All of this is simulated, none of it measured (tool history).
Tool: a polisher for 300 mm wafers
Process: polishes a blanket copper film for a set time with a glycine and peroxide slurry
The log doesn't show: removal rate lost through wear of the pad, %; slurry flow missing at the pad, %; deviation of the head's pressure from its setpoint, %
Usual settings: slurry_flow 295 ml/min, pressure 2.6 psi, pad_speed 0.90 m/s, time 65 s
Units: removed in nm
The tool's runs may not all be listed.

run,day,slurry_flow,pressure,pad_speed,time,wafers since the last listed run,wafers polished on this pad,hours since the slurry nozzle was cleaned,hours since the head pressure was calibrated,"incoming thickness of the incoming film, nm",removed
1,0.000,295,2.6,0.90,65,0,327,78.8,392.7,1273.5,274.8
2,1.062,295,2.6,0.90,65,304,632,104.3,418.2,1278.8,275.9
3,2.812,245,2.6,0.90,65,501,1134,146.3,460.2,1277.4,274.3
# day 4.962: worn pad replaced by a new one
4,5.208,245,2.6,0.90,65,639,70,203.8,517.7,1302.0,280.4
5,6.717,245,2.6,0.90,65,432,502,240.0,553.9,1290.3,277.7
6,8.967,295,2.6,0.80,65,645,1148,294.0,607.9,1253.3,266.1
7,10.183,295,2.6,0.80,65,349,1497,323.2,637.1,1296.7,263.1
# day 10.867: worn pad replaced by a new one
# day 11.329: head pressure recalibrated
8,11.388,295,2.6,0.80,65,273,125,352.1,1.4,1273.9,238.3
9,13.762,255,2.1,0.66,83,681,807,409.1,58.4,1272.0,223.9
10,15.808,265,2.6,0.80,45,586,1393,458.2,107.5,1278.6,162.4

Run 11 comes next. What will it give?
# day 18.071: worn pad replaced by a new one
11,18.388,295,2.6,0.90,65,692,90,520.1,169.4,1279.8,?

Run 11 gave removed 263.7 nm.
Without the tool's hidden state the same run would have given removed 263.6 nm.
